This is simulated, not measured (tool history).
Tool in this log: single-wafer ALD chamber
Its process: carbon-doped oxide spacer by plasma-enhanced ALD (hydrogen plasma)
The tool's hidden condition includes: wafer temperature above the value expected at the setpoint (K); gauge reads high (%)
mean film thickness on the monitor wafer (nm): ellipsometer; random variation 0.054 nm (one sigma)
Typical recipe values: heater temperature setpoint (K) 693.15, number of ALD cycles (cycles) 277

| run | day | heater temperature setpoint (K) | number of ALD cycles (cycles) | wafers since the last listed run | hours since the last thermocouple change | hours since the gauge calibration | read-back reference wafer on the same gauge, thickness_nm | mean film thickness on the monitor wafer (nm) |
|---|---|---|---|---|---|---|---|---|
| 1 | 0.000 | 693.15 | 277 | 0 | 1435.8 | 280.7 | 12.004 | 13.399 |
| 2 | 2.479 | 693.15 | 264 | 46 | 1495.3 | 340.2 | 11.986 | 12.938 |
| 3 | 4.804 | 693.15 | 264 | 43 | 1551.1 | 396.0 | 11.990 | 12.834 |
| 4 | 7.754 | 693.15 | 264 | 55 | 1621.9 | 466.8 | 12.004 | 12.925 |
| 5 | 10.442 | 693.15 | 289 | 50 | 1686.4 | 531.3 | 12.016 | 14.140 |
| 6 | 13.158 | 700.15 | 259 | 51 | 1751.6 | 596.5 | 12.004 | 12.310 |
| 7 | 15.417 | 700.15 | 259 | 42 | 1805.8 | 650.7 | 11.986 | 12.344 |
| 8 | 17.958 | 700.15 | 259 | 47 | 1866.8 | 711.7 | 11.979 | 12.263 |
| 9 | 20.612 | 698.15 | 290 | 49 | 1930.5 | 775.4 | 12.007 | 13.903 |
| 10 | 23.062 | 698.15 | 290 | 46 | 1989.3 | 834.2 | 11.991 | 13.888 |
| 11 | 25.662 | 693.15 | 262 | 48 | 2051.7 | 896.6 | 11.985 | 12.780 |
| 12 | 27.096 | 693.15 | 262 | 27 | 2086.1 | 931.0 | 12.022 | 12.751 |
| 13 | 29.933 | 693.15 | 262 | 53 | 2154.2 | 999.1 | 11.987 | 12.795 |
| 14 | 32.221 | 693.15 | 277 | 43 | 2209.1 | 1054.0 | 12.036 | 13.545 |
| 15 | 33.846 | 693.15 | 277 | 30 | 2248.1 | 1093.0 | 11.994 | 13.487 |
| 16 | 35.362 | 686.15 | 304 | 28 | 2284.5 | 1129.4 | 12.016 | 15.213 |
| 17 | 37.962 | 686.15 | 304 | 48 | 2346.9 | 1191.8 | 11.993 | 15.301 |
| 18 | 39.533 | 686.15 | 304 | 29 | 2384.6 | 1229.5 | 12.026 | 15.140 |
| 19 | 42.225 | 693.15 | 277 | 50 | 2449.2 | 1294.1 | 12.014 | 13.521 |
| 20 | 44.092 | 693.15 | 277 | 35 | 2494.0 | 1338.9 | 11.977 | 13.568 |
| 21 | 46.908 | 685.15 | 332 | 53 | 2561.6 | 1406.5 | 12.004 | 16.682 |
| 22 | 49.788 | 706.15 | 277 | 54 | 2630.7 | 1475.6 | 12.027 | 12.896 |
| 23 | 52.392 | 693.15 | 277 | 49 | 2693.2 | 1538.1 | 12.008 | 13.401 |
| 24 | 54.729 | 693.15 | 277 | 44 | 2749.3 | 1594.2 | 12.002 | 13.472 |
| 25 | 56.267 | 693.15 | 277 | 28 | 2786.2 | 1631.1 | 11.977 | 13.513 |
| 26 | 57.642 | 680.15 | 241 | 25 | 2819.2 | 1664.1 | 12.005 | 12.301 |
|  | 58.000 | gauge calibrated |
|  | 58.908 | thermocouple changed; heater temperature recalibrated |
| 27 | 59.808 | 693.15 | 277 | 34 | 21.6 | 43.4 | 11.991 | 13.433 |
| 28 | 61.938 | 684.15 | 293 | 40 | 72.7 | 94.5 | 11.972 | 14.604 |
| 29 | 64.388 | 688.15 | 320 | 46 | 131.5 | 153.3 | 12.004 | 15.793 |
| 30 | 66.683 | 693.15 | 277 | 43 | 186.6 | 208.4 | 12.017 | 13.423 |
| 31 | 67.862 | 693.15 | 289 | 22 | 214.9 | 236.7 | 12.006 | 13.961 |
| 32 | 70.838 | 682.15 | 234 | 56 | 286.3 | 308.1 | 11.973 | 11.849 |
| 33 | 72.150 | 681.15 | 294 | 24 | 317.8 | 339.6 | 11.985 | 14.832 |
| 34 | 74.762 | 693.15 | 277 | 49 | 380.5 | 402.3 | 11.987 | 13.533 |
| 35 | 77.258 | 693.15 | 277 | 47 | 440.4 | 462.2 | 12.012 | 13.438 |
| 36 | 78.775 | 693.15 | 289 | 28 | 476.8 | 498.6 | 12.008 | 14.014 |
| 37 | 80.967 | 693.15 | 293 | 41 | 529.4 | 551.2 | 11.977 | 14.214 |
| 38 | 83.300 | 693.15 | 289 | 43 | 585.4 | 607.2 | 12.019 | 14.026 |
| 39 | 85.158 | 693.15 | 277 | 35 | 630.0 | 651.8 | 11.993 | 13.472 |
| 40 | 87.350 | 704.15 | 277 | 41 | 682.6 | 704.4 | 11.996 | 13.028 |
| 41 | 88.471 | 701.15 | 298 | 21 | 709.5 | 731.3 | 12.013 | 14.124 |
| 42 | 91.183 | 682.15 | 246 | 51 | 774.6 | 796.4 | 11.999 | 12.514 |
| 43 | 93.533 | 686.15 | 319 | 44 | 831.0 | 852.8 | 12.009 | 15.965 |
| 44 | 97.412 | 687.15 | 310 | 73 | 924.1 | 945.9 | 11.998 | 15.578 |
| 45 | 99.038 | 706.15 | 301 | 30 | 963.1 | 984.9 | 11.992 | 13.964 |

Describe how what the log doesn't record of the tool's condition differs between the last listed run preceding each entry between runs and the first listed run following it.
Logged between run 26 and run 27: gauge calibrated (day 58.000); thermocouple changed; heater temperature recalibrated (day 58.908)
  wafer temperature above the value expected at the setpoint (K): -3.96 -> -0.742
  measured less the result without the state, mean film thickness on the monitor wafer (nm): +0.167 -> +0.036

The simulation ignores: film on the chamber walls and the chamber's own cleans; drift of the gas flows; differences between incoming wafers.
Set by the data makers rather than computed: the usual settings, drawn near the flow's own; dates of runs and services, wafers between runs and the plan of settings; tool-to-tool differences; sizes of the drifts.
